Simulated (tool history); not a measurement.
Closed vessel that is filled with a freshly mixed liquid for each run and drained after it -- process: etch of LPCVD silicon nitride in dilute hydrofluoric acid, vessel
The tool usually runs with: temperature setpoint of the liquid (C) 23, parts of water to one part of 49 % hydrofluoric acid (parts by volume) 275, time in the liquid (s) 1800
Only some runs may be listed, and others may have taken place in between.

| run | hour | temperature setpoint of the liquid (C) | parts of water to one part of 49 % hydrofluoric acid (parts by volume) | time in the liquid (s) | wafers since the last listed run | hours since the thermometer was replaced | hours since the hydrofluoric acid flow meter was replaced | hours since the gauge calibration | read-back film thickness of the LPCVD silicon nitride reference wafer, read on the same gauge (nm) | thickness taken off the LPCVD silicon nitride on a monitor wafer (Å) |
|---|---|---|---|---|---|---|---|---|---|---|
| 1 | 0 | 25.5 | 275 | 1800 | 0 | 1115.7 | 492.6 | 1254.7 | 129.985 | 39.59 |
| 2 | 42.8 | 23 | 275 | 1800 | 1710 | 1158.5 | 535.4 | 1297.5 | 129.979 | 33.95 |
| 3 | 107.6 | 24.5 | 275 | 1800 | 2589 | 1223.3 | 600.2 | 1362.3 | 129.988 | 37.62 |
| 4 | 160.5 | 24.5 | 275 | 1800 | 2114 | 1276.2 | 653.1 | 1415.2 | 129.984 | 39.03 |
| 5 | 268.3 | 24.5 | 275 | 1800 | 4308 | 1384 | 760.9 | 1523 | 129.972 | 38.98 |
| 6 | 335.4 | 23 | 275 | 2605 | 2681 | 1451.1 | 828 | 1590.1 | 130.006 | 51.37 |
| 7 | 392.8 | 23 | 275 | 2605 | 2293 | 1508.5 | 885.4 | 1647.5 | 129.97 | 50.68 |
| 8 | 592.7 | 23 | 275 | 2605 | 7988 | 1708.4 | 1085.3 | 1847.4 | 129.983 | 51.97 |
| 9 | 629.5 | 21 | 275 | 1800 | 1470 | 1745.2 | 1122.1 | 1884.2 | 129.994 | 31.42 |
| 10 | 690.1 | 21 | 275 | 1800 | 2421 | 1805.8 | 1182.7 | 1944.8 | 129.972 | 31.76 |
| 11 | 739.8 | 21 | 275 | 1800 | 1986 | 1855.5 | 1232.4 | 1994.5 | 129.989 | 31.66 |
| 12 | 832.2 | 23 | 275 | 1800 | 3692 | 1947.9 | 1324.8 | 2086.9 | 130.027 | 36.01 |
| 13 | 899 | 23 | 275 | 1800 | 2669 | 2014.7 | 1391.6 | 2153.7 | 130.005 | 36.12 |
| 14 | 954.5 | 23 | 275 | 1800 | 2217 | 2070.2 | 1447.1 | 2209.2 | 130.003 | 35.54 |
|  | 961.3 | thermometer replaced |
| 15 | 1051.1 | 23 | 275 | 1800 | 3820 | 89.8 | 1543.7 | 2305.8 | 129.982 | 33.33 |
| 16 | 1091.3 | 21.5 | 150 | 1800 | 1606 | 130 | 1583.9 | 2346 | 130.008 | 55.36 |
| 17 | 1198.7 | 23 | 275 | 1800 | 4292 | 237.4 | 1691.3 | 2453.4 | 130.03 | 33.22 |
|  | 1224.3 | gauge calibrated |
| 18 | 1306.6 | 23 | 185 | 1800 | 4312 | 345.3 | 1799.2 | 82.3 | 129.98 | 50.42 |
| 19 | 1343.6 | 27.5 | 390 | 2730 | 1478 | 382.3 | 1836.2 | 119.3 | 130.008 | 47.2 |
| 20 | 1459.1 | 19 | 275 | 2500 | 4615 | 497.8 | 1951.7 | 234.8 | 129.988 | 37.03 |
|  | 1496.5 | hydrofluoric acid flow meter replaced |
| 21 | 1507.7 | 23 | 220 | 1800 | 1902 | 546.4 | 11.2 | 283.4 | 129.98 | 42.94 |
| 22 | 1569.6 | 25 | 275 | 1480 | 2473 | 608.3 | 73.1 | 345.3 | 129.974 | 31.57 |
| 23 | 1613.4 | 23 | 375 | 1800 | 1750 | 652.1 | 116.9 | 389.1 | 129.997 | 25.34 |
| 24 | 1814.8 | 23 | 275 | 1800 | 8048 | 853.5 | 318.3 | 590.5 | 130.015 | 33.87 |
| 25 | 1914.6 | 20.5 | 235 | 1315 | 3988 | 953.3 | 418.1 | 690.3 | 129.99 | 24.75 |
| 26 | 2013.5 | 23 | 275 | 2375 | 3952 | 1052.2 | 517 | 789.2 | 130.013 | 45.42 |
| 27 | 2114.3 | 26 | 275 | 2405 | 4028 | 1153 | 617.8 | 890 | 129.995 | 56.13 |
| 28 | 2220.5 | 23 | 275 | 1800 | 4244 | 1259.2 | 724 | 996.2 | 130.042 | 34.67 |
| 29 | 2289.8 | 21.5 | 145 | 1800 | 2769 | 1328.5 | 793.3 | 1065.5 | 129.973 | 59.88 |
| 30 | 2380 | 27.5 | 175 | 2550 | 3604 | 1418.7 | 883.5 | 1155.7 | 129.991 | 103.77 |

4 ways to go on from here, each from the tool as it stands after run 30. What would each give?
| A | 2381.2 | 23 | 275 | 1800 | 47 | 1419.9 | 884.7 | 1156.9 | ? | ? |
| B | 2381.2 | 24.5 | 275 | 865 | 47 | 1419.9 | 884.7 | 1156.9 | ? | ? |
| C | 2381.2 | 27.5 | 210 | 1800 | 47 | 1419.9 | 884.7 | 1156.9 | ? | ? |
| D | 2381.2 | 26 | 195 | 1800 | 47 | 1419.9 | 884.7 | 1156.9 | ? | ? |

| run | read-back film thickness of the LPCVD silicon nitride reference wafer, read on the same gauge (nm) | thickness taken off the LPCVD silicon nitride on a monitor wafer (Å) |
|---|---|---|
| A | 130.003 | 35.4 |
| B | 130.003 | 18.64 |
| C | 130.003 | 61.03 |
| D | 130.003 | 60.01 |
What these runs would have given with no unlogged condition in the tool:
| run | thickness taken off the LPCVD silicon nitride on a monitor wafer (Å) |
|---|---|
| A | 33.38 |
| B | 17.59 |
| C | 57.61 |
| D | 56.58 |
